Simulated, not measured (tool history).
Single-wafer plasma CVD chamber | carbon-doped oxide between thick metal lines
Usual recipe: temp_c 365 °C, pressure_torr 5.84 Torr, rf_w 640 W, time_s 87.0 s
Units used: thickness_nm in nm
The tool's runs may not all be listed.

run   hour  temp_c  pressure_torr  rf_w  time_s  wafers since the last listed run  hours since the last thermocouple change  hours since the last RF generator calibration  hours since the last manometer calibration  hours since the showerhead was replaced  hours since the gauge calibration  read-back reference wafer on the same gauge, thickness_nm  thickness_nm
  1    0.0     365           5.84   640    87.0                                 0                                    1169.8                                         1199.6                                      1659.9                                   4282.8                              905.3                                                    632.883       538.028
  2   20.4     365           5.84   560    97.2                               315                                    1190.2                                         1220.0                                      1680.3                                   4303.2                              925.7                                                    632.876       570.142
  3   37.5     365           5.84   640    87.0                               264                                    1207.3                                         1237.1                                      1697.4                                   4320.3                              942.8                                                    633.724       536.468
  4   67.6     365           5.84   640    87.0                               465                                    1237.4                                         1267.2                                      1727.5                                   4350.4                              972.9                                                    633.359       537.713
  5  129.5     365           5.84   640    87.0                               957                                    1299.3                                         1329.1                                      1789.4                                   4412.3                             1034.8                                                    633.110       539.495
  6  153.5     365           5.84   640    87.0                               371                                    1323.3                                         1353.1                                      1813.4                                   4436.3                             1058.8                                                    632.886       537.507
     166.1  -- capacitance manometer re-zeroed and calibrated
     169.2  -- showerhead replaced
  7  188.9     365           5.84   640    87.0                               375                                    1358.7                                         1388.5                                        22.8                                     19.7                             1094.2                                                    633.260       540.033
     224.8  -- thermocouple changed; heater temperature recalibrated
  8  225.3     365           5.84   640    87.0                               439                                       0.5                                         1424.9                                        59.2                                     56.1                             1130.6                                                    633.085       530.557
  9  238.4     365           5.84   640    87.0                               202                                      13.6                                         1438.0                                        72.3                                     69.2                             1143.7                                                    632.806       531.880
     295.3  -- gauge calibrated
     323.4  -- RF generator calibrated
 10  342.6     365           5.84   640    87.0                              1487                                     117.8                                           19.2                                       176.5                                    173.4                               47.3                                                    632.905       533.361
 11  362.5     365           6.23   705    87.0                               307                                     137.7                                           39.1                                       196.4                                    193.3                               67.2                                                    632.946       556.927
 12  383.4     365           5.84   535    75.3                               323                                     158.6                                           60.0                                       217.3                                    214.2                               88.1                                                    633.213       431.680
 13  403.3     358           5.84   760    71.9                               307                                     178.5                                           79.9                                       237.2                                    234.1                              108.0                                                    633.083       480.180
 14  436.2     365           5.84   545    87.0                               508                                     211.4                                          112.8                                       270.1                                    267.0                              140.9                                                    632.485       501.142
 15  455.8     365           5.84   765    87.0                               303                                     231.0                                          132.4                                       289.7                                    286.6                              160.5                                                    632.981       573.188
 16  473.3     359           5.84   640    87.0                               270                                     248.5                                          149.9                                       307.2                                    304.1                              178.0                                                    632.713       542.007
 17  491.0     365           4.71   520    92.6                               273                                     266.2                                          167.6                                       324.9                                    321.8                              195.7                                                    633.515       509.695
 18  515.7     365           5.84   640    87.0                               381                                     290.9                                          192.3                                       349.6                                    346.5                              220.4                                                    632.923       534.869
 19  546.9     351           6.95   560    87.0                               482                                     322.1                                          223.5                                       380.8                                    377.7                              251.6                                                    632.944       536.532
 20  567.3     359           5.84   640    87.0                               315                                     342.5                                          243.9                                       401.2                                    398.1                              272.0                                                    632.694       543.510
 21  579.8     365           5.84   640    87.0                               193                                     355.0                                          256.4                                       413.7                                    410.6                              284.5                                                    633.165       534.036
 22  612.3     359           5.84   640    87.0                               502                                     387.5                                          288.9                                       446.2                                    443.1                              317.0                                                    632.801       543.824
 23  629.4     379           4.62   640    87.0                               264                                     404.6                                          306.0                                       463.3                                    460.2                              334.1                                                    632.618       499.538
 24  663.2     351           5.06   570    94.4                               522                                     438.4                                          339.8                                       497.1                                    494.0                              367.9                                                    632.832       564.626
 25  692.5     351           5.06   570    94.4                               453                                     467.7                                          369.1                                       526.4                                    523.3                              397.2                                                    633.201       565.297
 26  719.2     365           5.84   640    87.0                               412                                     494.4                                          395.8                                       553.1                                    550.0                              423.9                                                    633.227       536.943
 27  741.3     352           5.21   710    87.0                               341                                     516.5                                          417.9                                       575.2                                    572.1                              446.0                                                    633.373       570.695
 28  773.8     365           5.37   705    80.9                               502                                     549.0                                          450.4                                       607.7                                    604.6                              478.5                                                    632.666       513.788

Results for each run, recomputed without the tool's hidden state and with each run's random variation untouched:
The tool's hidden condition here consists of: wafer temperature above the value expected at the setpoint (K); delivered RF power above the setpoint (%); true pressure above the setpoint (%); gauge reads high (%).
run  thickness_nm
  1       531.069
  2       562.730
  3       529.465
  4       530.645
  5       532.312
  6       530.318
  7       532.764
  8       529.687
  9       530.813
 10       530.898
 11       554.108
 12       429.302
 13       477.056
 14       497.852
 15       569.216
 16       537.705
 17       505.845
 18       530.608
 19       531.051
 20       538.288
 21       529.254
 22       538.218
 23       495.255
 24       557.762
 25       558.185
 26       531.183
 27       563.270
 28       507.969
